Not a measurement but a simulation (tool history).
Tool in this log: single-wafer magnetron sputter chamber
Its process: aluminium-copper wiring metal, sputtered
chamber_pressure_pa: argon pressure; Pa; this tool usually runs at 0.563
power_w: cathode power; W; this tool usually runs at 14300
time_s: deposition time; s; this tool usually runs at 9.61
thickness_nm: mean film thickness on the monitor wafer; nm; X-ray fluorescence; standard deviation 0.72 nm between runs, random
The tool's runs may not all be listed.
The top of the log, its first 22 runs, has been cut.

| run | hour | chamber_pressure_pa | power_w | time_s | read-back reference wafer on the same gauge, thickness_nm | thickness_nm |
|---|---|---|---|---|---|---|
| 23 | 283.1 | 0.563 | 12300 | 11.52 | 212.965 | 258.775 |
|  | 302.7 | magnet pack replaced |
| 24 | 303.2 | 0.409 | 16850 | 9.61 | 212.952 | 305.524 |
| 25 | 343.4 | 0.563 | 14300 | 9.61 | 213.004 | 240.849 |
|  | 364.2 | sputter target and shields replaced |
| 26 | 364.7 | 0.563 | 14300 | 9.61 | 212.964 | 249.268 |
| 27 | 369.2 | 0.563 | 14300 | 9.61 | 212.931 | 247.79 |
| 28 | 375.9 | 0.394 | 16400 | 10.84 | 212.948 | 344.263 |
| 29 | 392 | 0.738 | 14300 | 9.61 | 213.114 | 227.294 |
| 30 | 406.9 | 0.563 | 14300 | 9.61 | 212.947 | 248.868 |
| 31 | 413.6 | 0.467 | 12700 | 9.09 | 213.038 | 221.353 |
| 32 | 426.2 | 0.563 | 14300 | 9.61 | 212.917 | 247.529 |
| 33 | 438.4 | 0.563 | 14300 | 8.01 | 213.013 | 205.442 |
| 34 | 448.3 | 0.63 | 14300 | 9.61 | 212.92 | 238.075 |

Alternative continuations, all from the tool just after run 34; predict every row:
| A | 448.7 | 0.563 | 14300 | 9.61 | ? | ? |
| B | 448.7 | 0.505 | 14300 | 11.32 | ? | ? |
| C | 448.7 | 0.411 | 10800 | 10.43 | ? | ? |
| D | 448.7 | 0.774 | 11000 | 10.76 | ? | ? |

| run | read-back reference wafer on the same gauge, thickness_nm | thickness_nm |
|---|---|---|
| A | 212.99 | 244.851 |
| B | 212.99 | 296.911 |
| C | 212.99 | 224.564 |
| D | 212.99 | 196.683 |
Without the tool's unlogged condition, the same runs would have read:
| run | thickness_nm |
|---|---|
| A | 246.281 |
| B | 298.736 |
| C | 226.06 |
| D | 197.626 |
